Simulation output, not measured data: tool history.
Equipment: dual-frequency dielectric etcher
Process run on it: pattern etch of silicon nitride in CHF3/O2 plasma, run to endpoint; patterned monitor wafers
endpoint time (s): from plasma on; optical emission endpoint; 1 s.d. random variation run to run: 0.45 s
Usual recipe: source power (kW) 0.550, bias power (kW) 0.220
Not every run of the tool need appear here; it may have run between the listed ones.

run   hour  source power (kW)  bias power (kW)  incoming incoming film thickness, nm  endpoint time (s)
  1    0.0              0.550            0.220                                  94.2               71.2
       2.2  -- wet clean of the chamber
  2   57.1              0.550            0.220                                  94.5               66.6
  3   84.6              0.550            0.220                                  94.9               67.3
  4  150.4              0.550            0.220                                  95.8               68.7
  5  177.1              0.550            0.220                                  94.4               67.6
  6  234.8              0.550            0.220                                  94.8               68.8
  7  283.7              0.550            0.220                                  94.0               67.9
  8  353.9              0.550            0.220                                  94.7               70.3
     420.8  -- wet clean of the chamber
  9  421.3              0.550            0.187                                  93.8               68.4
 10  456.6              0.550            0.220                                  95.4               67.8
 11  524.0              0.550            0.220                                  94.6               67.5
     580.1  -- bias power generator calibrated
 12  594.6              0.460            0.236                                  94.7               70.0
     649.0  -- upper electrode replaced
 13  649.5              0.550            0.220                                  95.2               70.5
 14  686.1              0.670            0.220                                  95.0               65.1
 15  714.3              0.550            0.178                                  95.2               73.3
     799.5  -- wet clean of the chamber
 16  800.0              0.510            0.259                                  95.0               65.7
 17  838.5              0.550            0.220                                  95.8               67.9
     842.9  -- source power generator calibrated
 18  865.9              0.550            0.220                                  95.2               68.4
 19  906.0              0.470            0.273                                  94.7               67.9
 20  958.2              0.460            0.220                                  95.0               70.9

Run 21 is up next; what results do you expect?
 21  1028.3              0.490            0.249                                  95.3                  ?

endpoint time (s): 69.5
On a tool with no hidden condition, and with the same random variation, this run would have come out at endpoint time (s) 67.9.

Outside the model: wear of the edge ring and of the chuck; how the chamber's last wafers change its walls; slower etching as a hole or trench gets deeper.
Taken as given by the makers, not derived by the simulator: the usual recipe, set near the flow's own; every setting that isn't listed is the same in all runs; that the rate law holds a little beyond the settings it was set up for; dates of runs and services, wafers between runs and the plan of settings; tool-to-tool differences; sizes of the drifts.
